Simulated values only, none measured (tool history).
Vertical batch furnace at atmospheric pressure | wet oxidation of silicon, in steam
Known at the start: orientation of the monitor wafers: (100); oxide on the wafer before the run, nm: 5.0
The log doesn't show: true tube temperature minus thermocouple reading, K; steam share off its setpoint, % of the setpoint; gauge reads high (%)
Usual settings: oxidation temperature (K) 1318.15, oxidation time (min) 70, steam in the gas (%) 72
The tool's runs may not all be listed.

run,hour,oxidation temperature (K),oxidation time (min),steam in the gas (%),wafers since the last listed run,hours since the last temperature calibration,hours since the steam generator was serviced,hours since the gauge calibration,"read-back reference wafer on the same gauge, thickness",oxide thickness on the monitor wafer (angstrom)
1,0,1318.15,70,72,0,1893.1,595.7,51.2,587.07,5140.2
2,58.9,1318.15,70,72,624,1952,654.6,110.1,587.23,5153.5
3,121.7,1318.15,70,72,666,2014.8,717.4,172.9,586.55,5175.7
4,183.2,1318.15,70,72,652,2076.3,778.9,234.4,587.57,5141.3
5,278.4,1318.15,70,72,1009,2171.5,874.1,329.6,587.56,5160.7
6,386,1318.15,70,63,1141,2279.1,981.7,437.2,586.95,4770.2
# hour 609.5: thermocouples replaced and temperature profile calibrated
7,698.1,1318.15,70,72,3055,88.6,1293.8,749.3,587.62,5035.7
8,737.9,1318.15,70,72,422,128.4,1333.6,789.1,585.91,5082.6
9,815.8,1332.15,77.5,72,826,206.3,1411.5,867,587.65,5779.5
# hour 851.2: gauge calibrated
10,876,1318.15,70,72,638,266.5,1471.7,24.8,586.59,5099.5
11,935.9,1318.15,70,72,635,326.4,1531.6,84.7,587.51,5051.6
12,991.2,1335.15,70,72,586,381.7,1586.9,140,587.64,5518
13,1037.4,1297.15,70,72,490,427.9,1633.1,186.2,586.91,4502.8
14,1121.1,1343.15,79.5,80,887,511.6,1716.8,269.9,586.87,6588.6
15,1162.1,1332.15,90.5,72,434,552.6,1757.8,310.9,586.42,6405.1
16,1225,1318.15,70,72,667,615.5,1820.7,373.8,587.81,5102.2
17,1289.7,1302.15,70,72,686,680.2,1885.4,438.5,586.78,4658.9
18,1384.2,1304.15,103,62,1002,774.7,1979.9,533,586.89,5460.5
# hour 1416.9: steam generator serviced
19,1473.8,1318.15,70,72,695,864.3,56.9,622.6,586.69,5088.7
20,1555.9,1333.15,81.5,72,870,946.4,139,704.7,587.82,6061.4
21,1616.9,1318.15,70,72,646,1007.4,200,765.7,586.89,5121.1
22,1654.2,1307.15,56,72,395,1044.7,237.3,803,586.01,4176.5
23,1752.3,1307.15,88,72,1040,1142.8,335.4,901.1,586.75,5551.4
24,1806,1342.15,70,72,569,1196.5,389.1,954.8,587.25,5803.9

4 ways to go on from here, each from the tool as it stands after run 24. What would each give?
A,1811.6,1318.15,70,72,59,1202.1,394.7,960.4,?,?
B,1811.6,1307.15,55.5,63,59,1202.1,394.7,960.4,?,?
C,1811.6,1318.15,48,72,59,1202.1,394.7,960.4,?,?
D,1811.6,1308.15,79,62,59,1202.1,394.7,960.4,?,?

run,"read-back reference wafer on the same gauge, thickness",oxide thickness on the monitor wafer (angstrom)
A,586.5,5092.7
B,586.5,3793
C,586.5,4025.9
D,586.5,4732.7
Without the tool's hidden state the same runs would have given:
run,oxide thickness on the monitor wafer (angstrom)
A,5018.9
B,3728.2
C,3961.9
D,4658.9
